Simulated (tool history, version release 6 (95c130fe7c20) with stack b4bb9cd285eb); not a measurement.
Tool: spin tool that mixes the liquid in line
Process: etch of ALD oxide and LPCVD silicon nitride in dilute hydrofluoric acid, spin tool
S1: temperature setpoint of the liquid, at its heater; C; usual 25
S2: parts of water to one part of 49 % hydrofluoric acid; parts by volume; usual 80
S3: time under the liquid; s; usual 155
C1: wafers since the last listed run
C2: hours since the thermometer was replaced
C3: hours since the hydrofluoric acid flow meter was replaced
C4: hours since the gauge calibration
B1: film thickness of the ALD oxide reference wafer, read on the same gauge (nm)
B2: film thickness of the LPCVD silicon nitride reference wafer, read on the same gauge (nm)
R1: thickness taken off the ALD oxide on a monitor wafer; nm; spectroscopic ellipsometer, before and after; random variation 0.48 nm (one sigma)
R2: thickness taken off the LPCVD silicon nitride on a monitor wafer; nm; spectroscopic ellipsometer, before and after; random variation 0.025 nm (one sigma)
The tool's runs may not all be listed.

Run 1, hour 0: usual settings; C1 0; C2 2293.4; C3 1665; C4 1000.2; B1 99.98; B2 100.006. Result: R1 57.15 nm, R2 1.25 nm.
Run 2, hour 59.5: usual settings; C1 579; C2 2352.9; C3 1724.5; C4 1059.7; B1 99.99; B2 99.992. Result: R1 56.74 nm, R2 1.296 nm.
At hour 66.3: gauge calibrated.
Run 3, hour 75.4: usual settings but S3 130 s; C1 154; C2 2368.8; C3 1740.4; C4 9.1; B1 100; B2 99.995. Result: R1 48.07 nm, R2 1.039 nm.
At hour 98.6: thermometer replaced.
Run 4, hour 101.1: usual settings but S3 125 s; C1 240; C2 2.5; C3 1766.1; C4 34.8; B1 100.04; B2 99.988. Result: R1 41.16 nm, R2 0.853 nm.
Run 5, hour 120.8: usual settings; C1 191; C2 22.2; C3 1785.8; C4 54.5; B1 99.99; B2 100.007. Result: R1 51.54 nm, R2 1.061 nm.
Run 6, hour 138.9: usual settings but S1 30 C, S2 65 parts by volume, S3 75 s; C1 176; C2 40.3; C3 1803.9; C4 72.6; B1 100; B2 100.017. Result: R1 38.71 nm, R2 0.856 nm.
Run 7, hour 162.6: usual settings but S3 225 s; C1 230; C2 64; C3 1827.6; C4 96.3; B1 99.98; B2 99.998. Result: R1 74.85 nm, R2 1.534 nm.
Run 8, hour 180.7: usual settings but S1 30 C, S2 100 parts by volume, S3 200 s; C1 176; C2 82.1; C3 1845.7; C4 114.4; B1 99.99; B2 99.992. Result: R1 61.82 nm, R2 1.49 nm.
Run 9, hour 210.1: usual settings but S1 28 C, S3 65 s; C1 286; C2 111.5; C3 1875.1; C4 143.8; B1 99.97; B2 99.986. Result: R1 25.04 nm, R2 0.533 nm.
Run 10, hour 274.2: usual settings but S2 120 parts by volume; C1 624; C2 175.6; C3 1939.2; C4 207.9; B1 100.02; B2 100.011. Result: R1 33.41 nm, R2 0.727 nm.
Run 11, hour 302.2: usual settings; C1 272; C2 203.6; C3 1967.2; C4 235.9; B1 99.99; B2 99.977. Result: R1 51.16 nm, R2 1.097 nm.
At hour 320.2: hydrofluoric acid flow meter replaced.
Run 12, hour 323.3: usual settings; C1 195; C2 224.7; C3 3.1; C4 257; B1 99.99; B2 99.993. Result: R1 50.97 nm, R2 1.067 nm.
Run 13, hour 338.6: usual settings but S3 220 s; C1 149; C2 240; C3 18.4; C4 272.3; B1 100.01; B2 100.002. Result: R1 73.98 nm, R2 1.591 nm.
Run 14, hour 367.1: usual settings but S1 27 C, S3 225 s; C1 277; C2 268.5; C3 46.9; C4 300.8; B1 99.97; B2 99.984. Result: R1 82.52 nm, R2 1.738 nm.
Run 15, hour 382.4: usual settings but S1 27 C, S2 105 parts by volume, S3 120 s; C1 149; C2 283.8; C3 62.2; C4 316.1; B1 100.02; B2 99.992. Result: R1 32.16 nm, R2 0.742 nm.
Run 16, hour 413.2: usual settings but S2 105 parts by volume, S3 190 s; C1 299; C2 314.6; C3 93; C4 346.9; B1 100.02; B2 99.996. Result: R1 47.74 nm, R2 1.054 nm.
Run 17, hour 430.3: usual settings; C1 166; C2 331.7; C3 110.1; C4 364; B1 99.99; B2 100.015. Result: R1 52.41 nm, R2 1.123 nm.
Run 18, hour 453.1: usual settings but S1 28 C; C1 222; C2 354.5; C3 132.9; C4 386.8; B1 99.99; B2 100.007. Result: R1 59.26 nm, R2 1.306 nm.
Run 19, hour 477.5: usual settings but S1 26.5 C, S2 55 parts by volume; C1 237; C2 378.9; C3 157.3; C4 411.2; B1 99.99; B2 99.999. Result: R1 85.02 nm, R2 1.738 nm.
Run 20, hour 507: usual settings; C1 287; C2 408.4; C3 186.8; C4 440.7; B1 100.01; B2 100.005. Result: R1 52.9 nm, R2 1.168 nm.
Run 21, hour 525.1: usual settings but S2 105 parts by volume; C1 176; C2 426.5; C3 204.9; C4 458.8; B1 100.01; B2 99.996. Result: R1 39.29 nm, R2 0.867 nm.
Run 22, hour 544.6: usual settings; C1 189; C2 446; C3 224.4; C4 478.3; B1 100.02; B2 100.006. Result: R1 52.95 nm, R2 1.092 nm.
Run 23, hour 564.7: usual settings but S1 28.5 C, S3 60 s; C1 195; C2 466.1; C3 244.5; C4 498.4; B1 100.01; B2 100.008. Result: R1 23.29 nm, R2 0.539 nm.
Run 24, hour 583.4: usual settings but S2 45 parts by volume, S3 125 s; C1 182; C2 484.8; C3 263.2; C4 517.1; B1 99.99; B2 100.01. Result: R1 78.07 nm, R2 1.59 nm.
Run 25, hour 687.3: usual settings; C1 1012; C2 588.7; C3 367.1; C4 621; B1 99.99; B2 100.006. Result: R1 53.93 nm, R2 1.13 nm.

5 ways to go on from here, each from the tool as it stands after run 25. What would each give?
Run A, hour 687.8: usual settings; C1 4; C2 589.2; C3 367.6; C4 621.5; B1 ?; B2 ?. Result: R1 ?, R2 ?.
Run B, hour 687.8: usual settings but S2 45 parts by volume, S3 210 s; C1 4; C2 589.2; C3 367.6; C4 621.5; B1 ?; B2 ?. Result: R1 ?, R2 ?.
Run C, hour 687.8: usual settings but S1 22.5 C, S2 120 parts by volume, S3 225 s; C1 4; C2 589.2; C3 367.6; C4 621.5; B1 ?; B2 ?. Result: R1 ?, R2 ?.
Run D, hour 687.8: usual settings but S1 20.5 C, S2 110 parts by volume, S3 235 s; C1 4; C2 589.2; C3 367.6; C4 621.5; B1 ?; B2 ?. Result: R1 ?, R2 ?.
Run E, hour 687.8: usual settings but S2 65 parts by volume; C1 4; C2 589.2; C3 367.6; C4 621.5; B1 ?; B2 ?. Result: R1 ?, R2 ?.

run     B1       B2      R1     R2
  A  99.99  100.012   52.79  1.129
  B  99.99  100.012  133.33  2.695
  C  99.99  100.012   44.04  0.931
  D  99.99  100.012   46.87  0.928
  E  99.99  100.012   66.28  1.386
Without the tool's hidden state the same runs would have given:
run      R1     R2
  A    51.4   1.08
  B  129.72  2.577
  C   42.89  0.891
  D   45.62  0.887
  E   64.52  1.326
